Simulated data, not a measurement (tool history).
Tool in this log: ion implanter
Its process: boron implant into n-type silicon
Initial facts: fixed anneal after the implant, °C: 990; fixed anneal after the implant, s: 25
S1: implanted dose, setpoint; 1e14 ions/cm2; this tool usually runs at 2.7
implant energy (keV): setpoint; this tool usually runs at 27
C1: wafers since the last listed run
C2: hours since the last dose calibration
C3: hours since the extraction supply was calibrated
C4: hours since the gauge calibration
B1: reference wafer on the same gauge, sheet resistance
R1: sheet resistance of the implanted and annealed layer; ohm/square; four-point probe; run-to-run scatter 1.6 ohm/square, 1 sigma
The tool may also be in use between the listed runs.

run 1 hour=0 | S1=2.7 implant_energy_(keV)=33.5 | C1=0 C2=54.5 C3=5830 C4=237.5 | B1=346.2 | R1=374.15
run 2 hour=63.8 | S1=2.7 implant_energy_(keV)=27 | C1=1334 C2=118.3 C3=5893.8 C4=301.3 | B1=346.24 | R1=386.81
run 3 hour=117.7 | S1=2.19 implant_energy_(keV)=31.5 | C1=1127 C2=172.2 C3=5947.7 C4=355.2 | B1=346 | R1=439.32
run 4 hour=163.4 | S1=2.19 implant_energy_(keV)=31.5 | C1=956 C2=217.9 C3=5993.4 C4=400.9 | B1=346.45 | R1=439.98
run 5 hour=194.7 | S1=2.32 implant_energy_(keV)=27 | C1=654 C2=249.2 C3=6024.7 C4=432.2 | B1=345.8 | R1=426.53
run 6 hour=221.9 | S1=2.32 implant_energy_(keV)=27 | C1=569 C2=276.4 C3=6051.9 C4=459.4 | B1=346.04 | R1=426.45
run 7 hour=380.3 | S1=2.7 implant_energy_(keV)=27 | C1=3314 C2=434.8 C3=6210.3 C4=617.8 | B1=346.44 | R1=372.49
run 8 hour=431.6 | S1=2.7 implant_energy_(keV)=27 | C1=1073 C2=486.1 C3=6261.6 C4=669.1 | B1=346 | R1=368.46
run 9 hour=467.6 | S1=2.32 implant_energy_(keV)=27 | C1=753 C2=522.1 C3=6297.6 C4=705.1 | B1=345.98 | R1=417.06
-- hour=495.3 Faraday cup replaced and dose calibrated
run 10 hour=500.7 | S1=2.1 implant_energy_(keV)=33 | C1=525 C2=5.4 C3=6330.7 C4=738.2 | B1=345.78 | R1=448.45
run 11 hour=527.8 | S1=3.47 implant_energy_(keV)=22.5 | C1=567 C2=32.5 C3=6357.8 C4=765.3 | B1=345.85 | R1=321.38
-- hour=567 extraction supply calibrated
run 12 hour=573.2 | S1=2.04 implant_energy_(keV)=32 | C1=782 C2=77.9 C3=6.2 C4=810.7 | B1=346.14 | R1=464.07
-- hour=573.5 gauge calibrated
run 13 hour=647.6 | S1=3.07 implant_energy_(keV)=35 | C1=1556 C2=152.3 C3=80.6 C4=74.1 | B1=346.29 | R1=336.48
run 14 hour=733.4 | S1=3.47 implant_energy_(keV)=23.5 | C1=1795 C2=238.1 C3=166.4 C4=159.9 | B1=345.93 | R1=316.42
run 15 hour=804 | S1=3.1 implant_energy_(keV)=20 | C1=1477 C2=308.7 C3=237 C4=230.5 | B1=345.76 | R1=348.36
run 16 hour=844.9 | S1=3.04 implant_energy_(keV)=35 | C1=855 C2=349.6 C3=277.9 C4=271.4 | B1=345.83 | R1=332.94
run 17 hour=883.7 | S1=2.7 implant_energy_(keV)=27 | C1=811 C2=388.4 C3=316.7 C4=310.2 | B1=345.94 | R1=376.7

Alternative continuations, all from the tool just after run 17; predict every row:
run A hour=884.1 | S1=2.7 implant_energy_(keV)=23.5 | C1=8 C2=388.8 C3=317.1 C4=310.6 | B1=? | R1=?
run B hour=884.1 | S1=2.7 implant_energy_(keV)=36 | C1=8 C2=388.8 C3=317.1 C4=310.6 | B1=? | R1=?
run C hour=884.1 | S1=3.49 implant_energy_(keV)=27 | C1=8 C2=388.8 C3=317.1 C4=310.6 | B1=? | R1=?
run D hour=884.1 | S1=2.7 implant_energy_(keV)=35.5 | C1=8 C2=388.8 C3=317.1 C4=310.6 | B1=? | R1=?

run=A B1=346.44 R1=381.18
run=B B1=346.44 R1=364.85
run=C B1=346.44 R1=308.32
run=D B1=346.44 R1=365.41
What these runs would have given with no unlogged condition in the tool:
run=A R1=390.39
run=B R1=373.3
run=C R1=315.79
run=D R1=373.89
